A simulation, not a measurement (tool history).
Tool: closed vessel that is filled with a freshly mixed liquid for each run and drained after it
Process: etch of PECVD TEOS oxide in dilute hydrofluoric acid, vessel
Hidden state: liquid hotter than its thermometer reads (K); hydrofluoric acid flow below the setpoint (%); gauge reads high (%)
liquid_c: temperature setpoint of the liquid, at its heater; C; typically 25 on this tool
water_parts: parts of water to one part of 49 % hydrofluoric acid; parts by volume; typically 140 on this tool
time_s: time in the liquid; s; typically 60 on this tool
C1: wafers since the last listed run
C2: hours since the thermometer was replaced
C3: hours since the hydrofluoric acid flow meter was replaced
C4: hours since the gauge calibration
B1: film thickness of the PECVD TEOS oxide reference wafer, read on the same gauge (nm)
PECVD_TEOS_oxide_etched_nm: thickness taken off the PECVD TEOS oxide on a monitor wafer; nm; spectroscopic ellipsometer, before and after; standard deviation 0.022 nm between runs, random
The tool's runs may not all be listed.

Run 1, hour 0: usual settings; C1 0; C2 2432.3; C3 1373.7; C4 101.5; B1 50.005. Result: PECVD_TEOS_oxide_etched_nm 4.337 nm.
Run 2, hour 10.9: usual settings but liquid_c 22 C; C1 1043; C2 2443.2; C3 1384.6; C4 112.4; B1 49.97. Result: PECVD_TEOS_oxide_etched_nm 3.855 nm.
Run 3, hour 20.8: usual settings; C1 947; C2 2453.1; C3 1394.5; C4 122.3; B1 49.991. Result: PECVD_TEOS_oxide_etched_nm 4.28 nm.
At hour 27.9: gauge calibrated.
Run 4, hour 32.7: usual settings; C1 1138; C2 2465; C3 1406.4; C4 4.8; B1 49.993. Result: PECVD_TEOS_oxide_etched_nm 4.307 nm.
Run 5, hour 38.9: usual settings; C1 593; C2 2471.2; C3 1412.6; C4 11; B1 49.997. Result: PECVD_TEOS_oxide_etched_nm 4.283 nm.
Run 6, hour 48.3: usual settings; C1 899; C2 2480.6; C3 1422; C4 20.4; B1 50.057. Result: PECVD_TEOS_oxide_etched_nm 4.292 nm.
Run 7, hour 59.8: usual settings; C1 1100; C2 2492.1; C3 1433.5; C4 31.9; B1 50.028. Result: PECVD_TEOS_oxide_etched_nm 4.283 nm.
At hour 65.2: thermometer replaced.
Run 8, hour 76: usual settings; C1 1454; C2 10.8; C3 1449.7; C4 48.1; B1 50.027. Result: PECVD_TEOS_oxide_etched_nm 4.249 nm.
Run 9, hour 92.3: usual settings; C1 1560; C2 27.1; C3 1466; C4 64.4; B1 50.003. Result: PECVD_TEOS_oxide_etched_nm 4.276 nm.

What does the tool deliver on the next run?
At hour 102.3: hydrofluoric acid flow meter replaced.
Run 10, hour 109: usual settings but liquid_c 27 C, time_s 70 s; C1 1502; C2 43.8; C3 6.7; C4 81.1; B1 ?. Result: PECVD_TEOS_oxide_etched_nm ?.

B1: 50.037
PECVD_TEOS_oxide_etched_nm: 6.215 nm
If the tool had no hidden condition, the same run with the same run-to-run variation would have returned PECVD_TEOS_oxide_etched_nm 6.362 nm.
